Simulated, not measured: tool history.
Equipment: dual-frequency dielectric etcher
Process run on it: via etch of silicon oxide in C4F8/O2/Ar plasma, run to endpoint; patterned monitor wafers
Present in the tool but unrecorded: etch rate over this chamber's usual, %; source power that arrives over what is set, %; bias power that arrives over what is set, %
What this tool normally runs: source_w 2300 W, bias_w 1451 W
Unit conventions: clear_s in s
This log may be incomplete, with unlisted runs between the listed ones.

run,hour,source_w,bias_w,wafers since the last listed run,hours since the last wet clean,hours since the last source power generator calibration,hours since the last bias power generator calibration,hours since the last upper electrode change,"incoming incoming film thickness, nm",clear_s
1,0.0,2030,1451,0,445.3,3564.5,3226.2,4574.0,1279.1,275.9
2,18.7,2300,1451,75,464.0,3583.2,3244.9,4592.7,1276.0,264.2
# hour 57.0: wet clean of the chamber
3,57.5,2300,1451,59,0.5,3622.0,3283.7,4631.5,1271.1,246.2
4,77.3,2740,1669,79,20.3,3641.8,3303.5,4651.3,1272.5,222.4
5,132.1,2740,1669,220,75.1,3696.6,3358.3,4706.1,1279.6,223.2
6,165.8,2740,1669,135,108.8,3730.3,3392.0,4739.8,1275.2,226.1
7,198.3,2300,1527,130,141.3,3762.8,3424.5,4772.3,1272.4,250.0
8,224.4,2300,1527,105,167.4,3788.9,3450.6,4798.4,1270.5,249.4
9,250.8,2300,1527,106,193.8,3815.3,3477.0,4824.8,1279.4,249.7
10,273.9,2300,1451,93,216.9,3838.4,3500.1,4847.9,1263.2,250.9
11,294.4,2300,1451,82,237.4,3858.9,3520.6,4868.4,1273.5,253.1
12,310.3,2300,1607,64,253.3,3874.8,3536.5,4884.3,1281.0,249.9
13,338.4,2300,1607,113,281.4,3902.9,3564.6,4912.4,1275.1,250.8
14,354.1,2300,1607,63,297.1,3918.6,3580.3,4928.1,1270.2,246.5
15,385.1,2300,1451,124,328.1,3949.6,3611.3,4959.1,1272.8,258.8
# hour 420.0: source power generator calibrated
16,420.5,2300,1451,126,363.5,0.5,3646.7,4994.5,1270.3,260.0
17,447.1,2300,1451,107,390.1,27.1,3673.3,5021.1,1272.6,258.2
# hour 473.4: wet clean of the chamber
18,476.0,2460,1741,19,2.6,56.0,3702.2,5050.0,1269.9,230.9
19,496.0,2300,1720,80,22.6,76.0,3722.2,5070.0,1267.9,234.3
20,522.4,2300,1098,106,49.0,102.4,3748.6,5096.4,1269.5,272.0
# hour 547.9: bias power generator calibrated
21,548.4,2750,1310,88,75.0,128.4,0.5,5122.4,1267.1,238.9
22,564.9,2820,1319,66,91.5,144.9,17.0,5138.9,1275.1,239.2
# hour 605.2: upper electrode replaced
23,605.7,2590,1451,67,132.3,185.7,57.8,0.5,1267.8,242.5
24,631.1,1880,1729,102,157.7,211.1,83.2,25.9,1275.6,257.0
25,649.9,2800,1152,75,176.5,229.9,102.0,44.7,1273.3,251.6
26,671.6,2300,1451,87,198.2,251.6,123.7,66.4,1275.9,252.1
27,703.8,2300,1108,129,230.4,283.8,155.9,98.6,1271.6,279.7
28,737.5,1970,1119,135,264.1,317.5,189.6,132.3,1281.0,293.4
29,764.4,2680,1114,108,291.0,344.4,216.5,159.2,1275.1,262.7
30,782.3,2600,1601,72,308.9,362.3,234.4,177.1,1278.9,240.9
31,810.9,2140,1358,115,337.5,390.9,263.0,205.7,1281.7,273.7
32,829.1,2760,1205,73,355.7,409.1,281.2,223.9,1271.6,255.8
33,856.4,2300,1451,109,383.0,436.4,308.5,251.2,1262.8,257.2
34,886.7,2300,1310,122,413.3,466.7,338.8,281.5,1260.0,268.2

Alternative continuations, all from the tool just after run 34; predict every row:
A,887.2,2300,1113,2,413.8,467.2,339.3,282.0,1264.0,?
B,887.2,2090,1103,2,413.8,467.2,339.3,282.0,1264.0,?
C,887.2,1900,1224,2,413.8,467.2,339.3,282.0,1264.0,?
D,887.2,1840,1633,2,413.8,467.2,339.3,282.0,1264.0,?
E,887.2,1900,1211,2,413.8,467.2,339.3,282.0,1264.0,?

run,clear_s
A,278.1
B,289.2
C,290.0
D,267.2
E,291.0
Without the tool's hidden state the same runs would have given:
run,clear_s
A,265.1
B,275.7
C,276.4
D,254.7
E,277.3

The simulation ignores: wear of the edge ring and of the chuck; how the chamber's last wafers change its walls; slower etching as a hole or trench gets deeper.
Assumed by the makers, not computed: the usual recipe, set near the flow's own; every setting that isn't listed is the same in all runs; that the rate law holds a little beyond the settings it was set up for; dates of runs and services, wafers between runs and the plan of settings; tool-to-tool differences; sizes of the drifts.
